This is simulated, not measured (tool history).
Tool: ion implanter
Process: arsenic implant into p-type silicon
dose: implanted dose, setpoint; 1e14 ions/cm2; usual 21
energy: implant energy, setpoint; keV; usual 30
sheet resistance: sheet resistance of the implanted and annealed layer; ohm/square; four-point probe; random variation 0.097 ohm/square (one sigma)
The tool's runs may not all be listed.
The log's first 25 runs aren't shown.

run   hour   dose  energy  wafers since the last listed run  hours since the last dose calibration  hours since the extraction supply was calibrated  hours since the gauge calibration  read-back reference wafer on the same gauge, sheet resistance  sheet resistance
 26  550.5  17.95    19.5                               383                                  454.2                                              23.3                              212.2                                                          74.88             75.38
 27  574.5     21      30                               455                                  478.2                                              47.3                              236.2                                                          74.88             65.28
 28  600.8  15.87    36.5                               499                                  504.5                                              73.6                              262.5                                                           74.9             73.11
 29    614  26.53      38                               250                                  517.7                                              86.8                              275.7                                                          74.92             55.74
 30  629.4     21      37                               292                                  533.1                                             102.2                              291.1                                                          74.91             62.36
 31  663.7  25.96      30                               651                                  567.4                                             136.5                              325.4                                                          74.87             59.54
 32    696     21      30                               613                                  599.7                                             168.8                              357.7                                                          74.89             65.38
 33  712.6  22.78      30                               315                                  616.3                                             185.4                              374.3                                                          74.89             63.02
 34  735.1     21      33                               427                                  638.8                                             207.9                              396.8                                                          74.89             64.06
 35  759.9  24.76    26.5                               470                                  663.6                                             232.7                              421.6                                                          74.88             62.56
 36  795.8  26.89      30                               681                                  699.5                                             268.6                              457.5                                                          74.88             58.97
 37    821  27.28      34                               478                                  724.7                                             293.8                              482.7                                                          74.88             56.94
 38  843.5  25.32    35.5                               427                                  747.2                                             316.3                              505.2                                                           74.9             57.92

Forecast each of these 3 alternatives for the next run:
  A  843.9  17.49      30                                 7                                  747.6                                             316.7                              505.6                                                              ?                 ?
  B  843.9  26.31    25.5                                 7                                  747.6                                             316.7                              505.6                                                              ?                 ?
  C  843.9  23.02    22.5                                 7                                  747.6                                             316.7                              505.6                                                              ?                 ?

run  read-back reference wafer on the same gauge, sheet resistance  sheet resistance
  A                                                          74.91             72.13
  B                                                          74.91             61.84
  C                                                          74.91             66.71
Without the tool's hidden state the same runs would have given:
run  sheet resistance
  A             70.99
  B             61.19
  C             65.94
